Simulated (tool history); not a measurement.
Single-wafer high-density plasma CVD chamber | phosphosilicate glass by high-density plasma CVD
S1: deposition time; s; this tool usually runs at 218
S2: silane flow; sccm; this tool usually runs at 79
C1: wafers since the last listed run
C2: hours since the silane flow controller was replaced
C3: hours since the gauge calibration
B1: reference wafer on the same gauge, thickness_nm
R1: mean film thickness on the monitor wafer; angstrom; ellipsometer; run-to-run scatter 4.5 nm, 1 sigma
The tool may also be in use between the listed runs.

Run 1, hour 0.0: usual settings; C1 0; C2 4965.4; C3 795.8; B1 1400.490. Result: R1 14904.96 angstrom.
Run 2, hour 43.6: usual settings; C1 344; C2 5009.0; C3 839.4; B1 1400.507. Result: R1 14826.40 angstrom.
Run 3, hour 131.7: usual settings; C1 696; C2 5097.1; C3 927.5; B1 1399.566. Result: R1 14764.73 angstrom.
Run 4, hour 192.1: usual settings; C1 477; C2 5157.5; C3 987.9; B1 1398.419. Result: R1 14851.04 angstrom.
Run 5, hour 230.9: usual settings; C1 306; C2 5196.3; C3 1026.7; B1 1398.425. Result: R1 14784.31 angstrom.
Run 6, hour 308.2: usual settings but S1 203 s; C1 611; C2 5273.6; C3 1104.0; B1 1399.765. Result: R1 13780.71 angstrom.
At hour 346.8: silane flow controller replaced.
Run 7, hour 408.1: usual settings but S1 203 s; C1 726; C2 61.3; C3 1203.9; B1 1400.767. Result: R1 14689.25 angstrom.
At hour 418.0: gauge calibrated.
Run 8, hour 456.8: usual settings but S2 91 sccm; C1 385; C2 110.0; C3 38.8; B1 1400.354. Result: R1 18189.10 angstrom.
Run 9, hour 617.6: usual settings but S1 199 s, S2 89 sccm; C1 1271; C2 270.8; C3 199.6; B1 1401.422. Result: R1 16204.21 angstrom.
Run 10, hour 668.4: usual settings but S2 74 sccm; C1 401; C2 321.6; C3 250.4; B1 1398.581. Result: R1 14799.20 angstrom.
Run 11, hour 781.4: usual settings but S1 255 s, S2 67 sccm; C1 893; C2 434.6; C3 363.4; B1 1399.948. Result: R1 15606.17 angstrom.
Run 12, hour 835.0: usual settings but S1 246 s, S2 89 sccm; C1 423; C2 488.2; C3 417.0; B1 1399.451. Result: R1 20037.04 angstrom.
Run 13, hour 941.8: usual settings; C1 844; C2 595.0; C3 523.8; B1 1399.550. Result: R1 15671.22 angstrom.
Run 14, hour 1007.1: usual settings but S2 75 sccm; C1 516; C2 660.3; C3 589.1; B1 1400.093. Result: R1 14830.70 angstrom.
Run 15, hour 1100.8: usual settings but S1 257 s, S2 63 sccm; C1 741; C2 754.0; C3 682.8; B1 1401.675. Result: R1 14788.48 angstrom.
Run 16, hour 1141.2: usual settings; C1 319; C2 794.4; C3 723.2; B1 1400.645. Result: R1 15595.62 angstrom.

Alternative continuations, all from the tool just after run 16; predict every row:
Run A, hour 1141.7: usual settings but S1 257 s; C1 3; C2 794.9; C3 723.7; B1 ?. Result: R1 ?.
Run B, hour 1141.7: usual settings but S1 240 s; C1 3; C2 794.9; C3 723.7; B1 ?. Result: R1 ?.
Run C, hour 1141.7: usual settings but S1 233 s, S2 92 sccm; C1 3; C2 794.9; C3 723.7; B1 ?. Result: R1 ?.
Run D, hour 1141.7: usual settings but S1 194 s, S2 91 sccm; C1 3; C2 794.9; C3 723.7; B1 ?. Result: R1 ?.
Run E, hour 1141.7: usual settings but S1 252 s, S2 64 sccm; C1 3; C2 794.9; C3 723.7; B1 ?. Result: R1 ?.

run        B1        R1
  A  1399.602  18383.69
  B  1399.602  17167.64
  C  1399.602  19409.58
  D  1399.602  15985.10
  E  1399.602  14603.36
Had the tool no hidden state, the same runs would have come out as:
run        R1
  A  18519.49
  B  17294.47
  C  19552.96
  D  16103.19
  E  14711.24
